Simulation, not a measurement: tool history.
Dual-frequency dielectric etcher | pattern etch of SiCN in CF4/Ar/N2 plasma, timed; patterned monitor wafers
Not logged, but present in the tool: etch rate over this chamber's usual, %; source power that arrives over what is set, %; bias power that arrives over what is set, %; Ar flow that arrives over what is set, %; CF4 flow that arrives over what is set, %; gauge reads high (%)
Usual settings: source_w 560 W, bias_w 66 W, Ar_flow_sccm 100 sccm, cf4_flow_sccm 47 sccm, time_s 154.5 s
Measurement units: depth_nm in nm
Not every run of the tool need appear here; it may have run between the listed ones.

run	hour	source_w	bias_w	Ar_flow_sccm	cf4_flow_sccm	time_s	wafers since the last listed run	hours since the last wet clean	hours since the last source power generator calibration	hours since the last bias power generator calibration	hours since the last Ar flow controller change	hours since the last CF4 flow controller change	hours since the last upper electrode change	hours since the gauge calibration	read-back reference wafer on the same gauge, depth_nm	depth_nm
1	0.0	560	66	100	53	154.5	0	284.0	3699.7	2535.6	1797.6	3355.3	3541.8	336.2	156.0	142.1
2	62.9	560	66	100	53	154.5	359	346.9	3762.6	2598.5	1860.5	3418.2	3604.7	399.1	156.1	143.0
3	143.2	560	66	100	47	185.0	459	427.2	3842.9	2678.8	1940.8	3498.5	3685.0	479.4	156.0	166.8
# hour 181.1: wet clean of the chamber
4	235.5	560	66	100	47	185.0	390	54.4	3935.2	2771.1	2033.1	3590.8	3777.3	571.7	156.0	167.3
5	275.6	560	66	100	47	154.5	229	94.5	3975.3	2811.2	2073.2	3630.9	3817.4	611.8	156.1	139.2
6	372.5	560	66	100	47	154.5	553	191.4	4072.2	2908.1	2170.1	3727.8	3914.3	708.7	155.9	139.3
7	441.3	560	66	100	47	154.5	393	260.2	4141.0	2976.9	2238.9	3796.6	3983.1	777.5	156.0	139.3
8	536.5	560	66	100	47	154.5	544	355.4	4236.2	3072.1	2334.1	3891.8	4078.3	872.7	156.0	140.3
# hour 579.0: bias power generator calibrated
# hour 583.6: CF4 flow controller replaced
# hour 585.3: gauge calibrated
9	587.1	560	66	100	47	154.5	240	406.0	4286.8	8.1	2384.7	3.5	4128.9	1.8	155.9	141.1
# hour 654.8: source power generator calibrated
10	674.3	560	66	100	54	154.5	475	493.2	19.5	95.3	2471.9	90.7	4216.1	89.0	156.0	138.7
# hour 712.0: Ar flow controller replaced
# hour 731.9: wet clean of the chamber
11	732.4	560	66	100	47	154.5	184	0.5	77.6	153.4	20.4	148.8	4274.2	147.1	156.1	131.3
12	779.4	560	70	100	51	137.5	268	47.5	124.6	200.4	67.4	195.8	4321.2	194.1	155.9	123.1
13	861.8	560	66	100	47	154.5	471	129.9	207.0	282.8	149.8	278.2	4403.6	276.5	155.9	131.3
14	969.0	560	66	85	47	154.5	612	237.1	314.2	390.0	257.0	385.4	4510.8	383.7	156.0	135.8
15	1019.5	560	66	100	47	154.5	288	287.6	364.7	440.5	307.5	435.9	4561.3	434.2	156.1	132.7
16	1087.2	560	66	100	47	154.5	387	355.3	432.4	508.2	375.2	503.6	4629.0	501.9	156.2	132.8
17	1140.1	560	82	100	47	184.0	302	408.2	485.3	561.1	428.1	556.5	4681.9	554.8	156.0	177.8
18	1194.8	490	77	80	47	170.0	312	462.9	540.0	615.8	482.8	611.2	4736.6	609.5	156.1	143.1
# hour 1253.2: wet clean of the chamber
19	1281.0	560	62	88	47	154.5	355	27.8	626.2	702.0	569.0	697.4	4822.8	695.7	156.0	130.6
# hour 1314.8: upper electrode replaced
20	1317.7	480	66	100	47	154.5	72	64.5	662.9	738.7	605.7	734.1	2.9	732.4	156.0	113.0
21	1394.8	560	57	100	41	154.5	440	141.6	740.0	815.8	682.8	811.2	80.0	809.5	156.0	116.6
# hour 1602.4: gauge calibrated
22	1652.4	560	66	100	47	185.0	1472	399.2	997.6	1073.4	940.4	1068.8	337.6	50.0	156.0	159.8

How the hidden state differs across the entries between the runs, from the last listed run before each to the first after it:
Logged between run 3 and run 4: wet clean of the chamber (hour 181.1)
  source power that arrives over what is set, %: 3.82 -> 3.92; Ar flow that arrives over what is set, %: -5.62 -> -6.09
  what was measured, less what the result would be without the hidden state, depth_nm: +8.0 -> +8.3 nm
Logged between run 8 and run 9: bias power generator calibrated (hour 579.0); CF4 flow controller replaced (hour 583.6); gauge calibrated (hour 585.3)
  source power that arrives over what is set, %: 4.25 -> 4.3; Ar flow that arrives over what is set, %: -7.77 -> -8.08
  what was measured, less what the result would be without the hidden state, depth_nm: +7.8 -> +8.0 nm
Logged between run 9 and run 10: source power generator calibrated (hour 654.8)
  source power that arrives over what is set, %: 4.3 -> -0.683; Ar flow that arrives over what is set, %: -8.08 -> -8.62
  what was measured, less what the result would be without the hidden state, depth_nm: +8.0 -> +1.2 nm
Logged between run 10 and run 11: Ar flow controller replaced (hour 712.0); wet clean of the chamber (hour 731.9)
  source power that arrives over what is set, %: -0.683 -> -0.62; Ar flow that arrives over what is set, %: -8.62 -> -0.219
  what was measured, less what the result would be without the hidden state, depth_nm: +1.2 -> -0.8 nm
Logged between run 18 and run 19: wet clean of the chamber (hour 1253.2)
  source power that arrives over what is set, %: -0.121 -> -0.0278; Ar flow that arrives over what is set, %: -0.517 -> -0.633
  what was measured, less what the result would be without the hidden state, depth_nm: -0.1 -> +0.1 nm
Logged between run 19 and run 20: upper electrode replaced (hour 1314.8)
  source power that arrives over what is set, %: -0.0278 -> 0.0118; Ar flow that arrives over what is set, %: -0.633 -> -0.688
  what was measured, less what the result would be without the hidden state, depth_nm: +0.1 -> +0.1 nm
Logged between run 21 and run 22: gauge calibrated (hour 1602.4)
  source power that arrives over what is set, %: 0.0951 -> 0.373; Ar flow that arrives over what is set, %: -0.816 -> -1.35
  what was measured, less what the result would be without the hidden state, depth_nm: +0.3 -> +1.0 nm

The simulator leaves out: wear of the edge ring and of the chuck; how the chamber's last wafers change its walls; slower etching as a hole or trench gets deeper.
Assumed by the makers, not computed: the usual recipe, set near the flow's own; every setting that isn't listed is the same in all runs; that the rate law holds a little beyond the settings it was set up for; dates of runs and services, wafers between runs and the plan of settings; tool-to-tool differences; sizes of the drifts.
